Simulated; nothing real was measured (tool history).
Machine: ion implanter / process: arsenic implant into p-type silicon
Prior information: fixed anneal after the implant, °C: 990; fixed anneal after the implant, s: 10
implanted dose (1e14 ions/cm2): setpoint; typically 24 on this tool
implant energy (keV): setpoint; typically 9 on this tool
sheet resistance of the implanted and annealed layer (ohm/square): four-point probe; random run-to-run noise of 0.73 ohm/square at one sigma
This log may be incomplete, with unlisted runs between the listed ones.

run    hour  implanted dose (1e14 ions/cm2)  implant energy (keV)  read-back reference wafer on the same gauge, sheet resistance  sheet resistance of the implanted and annealed layer (ohm/square)
  1       0                              24                     9                                                         126.05                                                             146.97
  2    41.7                              24                     9                                                         126.04                                                             147.08
  3   102.7                              24                     9                                                         126.11                                                             147.57
  4   207.2                              24                     9                                                         125.92                                                             147.03
  5   403.8                              24                     9                                                         126.05                                                             148.76
  6   443.2                           28.11                     9                                                         125.92                                                             145.65
  7   509.8                              24                     9                                                         126.02                                                             146.81
  8   619.6                              24                     9                                                            126                                                             147.93
  9   680.3                              24                     9                                                         126.14                                                             148.04
 10   819.5                              24                     9                                                         125.96                                                             146.19
 11   925.7                              24                     9                                                         125.92                                                             146.72
 12  1024.6                              24                     9                                                         126.05                                                             147.93
 13  1130.4                           28.37                     8                                                            126                                                             148.02
 14  1167.3                           28.37                     8                                                         125.99                                                             147.68
 15  1232.6                            26.8                  11.5                                                         126.09                                                             136.24
 16  1320.4                           20.41                     9                                                         126.03                                                             151.36
 17  1426.3                              24                     9                                                         125.94                                                             148.01
 18  1516.3                           29.37                    11                                                         125.95                                                             136.79
 19  1601.4                            20.1                    11                                                         125.99                                                             143.69
 20  1666.9                              24                     9                                                            126                                                             147.66
 21  1741.5                              24                     9                                                         126.01                                                             147.83
 22  1787.8                           21.88                    12                                                         126.06                                                             138.83
 23  1859.2                           17.98                   6.5                                                         125.98                                                             166.38
 24  2136.3                           18.07                   6.5                                                          125.9                                                             166.25
 25  2238.1                              24                     9                                                         125.94                                                             147.06
 26    2283                           20.95                   6.5                                                         126.04                                                             162.08
 27  2346.1                              17                     9                                                         125.99                                                             154.39
 28  2409.2                            27.6                     8                                                            126                                                             149.18
 29  2446.2                              24                     9                                                         126.03                                                             148.38
 30    2501                              24                     9                                                         126.03                                                             147.51
 31    2591                              24                     9                                                         125.97                                                             148.58
 32  2639.3                              24                     9                                                         126.09                                                             148.28
 33  2743.8                           26.37                     6                                                         125.93                                                             158.62
 34  2822.7                              24                    12                                                         126.05                                                             135.81
 35  2891.5                           17.45                  10.5                                                         125.97                                                             147.13
 36  2968.4                              24                     9                                                         126.04                                                              147.4
 37  3062.7                           28.69                  10.5                                                         126.03                                                             139.99
 38  3158.4                              24                   7.5                                                         126.01                                                             153.13

Between the runs listed above, the log contained 5 entries, not reproduced here. Where in the sequence does each belong, and how does what the log doesn't record of the tool's condition differ from the listed run before to the listed run after?
Between runs 2 and 3: gauge calibrated (hour 84)
  no difference in the tool's unlogged condition between these two runs
Between runs 9 and 10: Faraday cup replaced and dose calibrated (hour 718.9)
  no difference in the tool's unlogged condition between these two runs
Between runs 22 and 23: gauge calibrated (hour 1810); extraction supply calibrated (hour 1838.7)
  no difference in the tool's unlogged condition between these two runs
Between runs 32 and 33: Faraday cup replaced and dose calibrated (hour 2647.9)
  no difference in the tool's unlogged condition between these two runs

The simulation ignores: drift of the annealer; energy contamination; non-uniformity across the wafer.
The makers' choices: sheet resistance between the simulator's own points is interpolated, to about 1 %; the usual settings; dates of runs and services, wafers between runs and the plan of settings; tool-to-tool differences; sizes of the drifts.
